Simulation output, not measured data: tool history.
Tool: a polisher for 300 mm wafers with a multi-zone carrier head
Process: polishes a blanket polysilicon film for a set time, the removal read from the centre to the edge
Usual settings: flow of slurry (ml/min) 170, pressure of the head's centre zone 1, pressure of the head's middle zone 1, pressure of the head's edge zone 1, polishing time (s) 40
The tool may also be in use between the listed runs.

run   hour  flow of slurry (ml/min)  pressure of the head's centre zone  pressure of the head's middle zone  pressure of the head's edge zone  polishing time (s)  incoming thickness of the incoming film, nm  film removed at the wafer's centre (angstrom)  film removed at mid-radius (angstrom)  film removed at the wafer's edge (angstrom)
  1      0                      170                                   1                                   1                                 1                  40                                       1175.8                                           2264                                   2262                                         2279
  2   14.2                      170                                   1                                   1                                 1                  40                                         1159                                           2289                                   2278                                         2290
  3   33.7                      170                                   1                                   1                                 1                  40                                       1173.5                                           2299                                   2271                                         2248
  4   48.9                      170                                   1                                   1                                 1                  40                                       1187.6                                           2280                                   2279                                         2285
  5   63.2                      170                                   1                                   1                                 1                  40                                       1162.9                                           2272                                   2241                                         2273
        76  -- centre zone pressure recalibrated
      77.2  -- worn pad replaced by a new one
  6   97.9                      170                                   1                                   1                                 1                  40                                       1180.3                                           2258                                   2254                                         2299
     105.9  -- carrier head's membrane replaced by a new one
  7    110                      170                                   1                                   1                                 1                  40                                       1172.6                                           2272                                   2292                                         2278
  8  145.4                      170                                   1                                   1                                 1                  40                                       1183.6                                           2260                                   2232                                         2342
  9  178.1                      120                                   1                                1.05                                 1                  40                                       1195.1                                           2024                                   2149                                         2185
     197.8  -- worn pad replaced by a new one
 10  205.6                      170                                   1                                   1                                 1                  40                                         1172                                           2294                                   2304                                         2268
     220.2  -- edge zone pressure recalibrated
 11    227                      170                                   1                                   1                                 1                  40                                         1156                                           2306                                   2308                                         2249

Forecast run 12:
 12  245.3                      170                                0.88                                   1                                 1                  40                                         1172                                              ?                                      ?                                            ?

film removed at the wafer's centre (angstrom): 1993
film removed at mid-radius (angstrom): 2248
film removed at the wafer's edge (angstrom): 2248
Without the tool's hidden state the same run would have given film removed at the wafer's centre (angstrom) 2092, film removed at mid-radius (angstrom) 2346, film removed at the wafer's edge (angstrom) 2319.
